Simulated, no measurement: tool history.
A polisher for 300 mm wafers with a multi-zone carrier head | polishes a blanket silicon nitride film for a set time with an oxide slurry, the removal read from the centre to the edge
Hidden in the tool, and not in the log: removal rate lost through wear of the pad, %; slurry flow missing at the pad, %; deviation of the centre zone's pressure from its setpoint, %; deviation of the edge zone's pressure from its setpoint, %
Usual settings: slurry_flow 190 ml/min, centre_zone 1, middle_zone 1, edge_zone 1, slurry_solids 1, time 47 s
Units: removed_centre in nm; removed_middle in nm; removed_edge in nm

run	hour	slurry_flow	centre_zone	middle_zone	edge_zone	slurry_solids	time	wafers since the last listed run	wafers polished on this pad	hours since the slurry nozzle was cleaned	hours since the centre zone pressure was calibrated	hours since the edge zone pressure was calibrated	hours since the carrier head's membrane was replaced	incoming thickness of the incoming film, nm	removed_centre	removed_middle	removed_edge
1	0	190	1	1	1.07	1	47	0	696	371.3	103.3	761.1	1105.8	588.1	27.7	27.8	28.7
2	53.4	190	1	1	1.07	1	47	359	1056	424.7	156.7	814.5	1159.2	598.4	26.9	26.9	28.3
3	81.4	190	1	1	1	1	47	188	1244	452.7	184.7	842.5	1187.2	588.6	27	26.3	26.4
# hour 101.2: worn pad replaced by a new one
4	139.9	190	1	0.95	1	1	47	367	260	511.2	243.2	901	1245.7	587.3	28.6	28.2	29.4
5	201.2	190	1	1	1.07	1	41	413	674	572.5	304.5	962.3	1307	587.8	24.1	24.2	25.5
6	260	190	1	1	1.07	1	41	396	1070	631.3	363.3	1021.1	1365.8	592.2	22.8	23.3	23.7
# hour 309.1: worn pad replaced by a new one
7	323.6	190	1	1	1	1	47	401	97	694.9	426.9	1084.7	1429.4	590.9	29.4	29.9	29.1
8	350.2	190	1	1	1	1	47	179	277	721.5	453.5	1111.3	1456	584.2	29	29.1	28.8
# hour 417.5: slurry nozzle cleaned
9	430.5	190	1	1	1	1.25	47	534	811	13	533.8	1191.6	1536.3	597.4	30.4	29.7	29.9
# hour 505.1: carrier head's membrane replaced by a new one
# hour 517: edge zone pressure recalibrated
# hour 546.7: worn pad replaced by a new one
# hour 611.3: centre zone pressure recalibrated
10	617.7	190	1	1	1	1	47	1174	465	200.2	6.4	100.7	112.6	594.2	28.3	28.4	27.9
11	665.4	190	1.04	1.04	1.09	1	47	321	786	247.9	54.1	148.4	160.3	584.3	27.7	27.6	28.6
12	715.1	190	1	1	1	1	47	335	1121	297.6	103.8	198.1	210	588.5	26.5	26.3	26
13	759.9	220	1	1	1	1.2	47	302	1423	342.4	148.6	242.9	254.8	592.4	27.6	27.8	27.6
# hour 779.1: worn pad replaced by a new one
14	818.8	190	1	1	0.88	1	47	370	267	401.3	207.5	301.8	313.7	592.5	29	28.9	27.1
15	943.8	190	1	1	1	1	47	842	1110	526.3	332.5	426.8	438.7	586.3	26.6	26.3	26.1
# hour 998.7: worn pad replaced by a new one
16	1012.9	210	1.05	1	1	1	47	438	95	595.4	401.6	495.9	507.8	583.2	31.2	29.6	29.6
17	1078	190	0.91	1	1	0.75	47	438	534	660.5	466.7	561	572.9	591.3	22.5	24.7	25.1
18	1142.5	190	1	1	1	1	47	434	969	725	531.2	625.5	637.4	595.8	27.2	27.1	27
19	1201.9	145	1	1	1	1	47	400	1369	784.4	590.6	684.9	696.8	595	25.7	25.4	25.5

4 ways to go on from here, each from the tool as it stands after run 19. What would each give?
A	1202.3	155	1	1	1	1	47	2	1372	784.8	591	685.3	697.2	592.8	?	?	?
B	1202.3	190	1	0.97	1.11	1	47	2	1372	784.8	591	685.3	697.2	592.8	?	?	?
C	1202.3	190	1	1	0.89	1	47	2	1372	784.8	591	685.3	697.2	592.8	?	?	?
D	1202.3	245	1.11	1	1	1	47	2	1372	784.8	591	685.3	697.2	592.8	?	?	?

run	removed_centre	removed_middle	removed_edge
A	24.9	25.3	25.6
B	25.6	25.6	27.5
C	25.6	26	24.7
D	29.4	26.8	26.7
Without the tool's hidden state the same runs would have given:
run	removed_centre	removed_middle	removed_edge
A	28.5	29	29.4
B	29.4	29.4	31.5
C	29.4	29.8	28.3
D	33.7	30.7	30.6
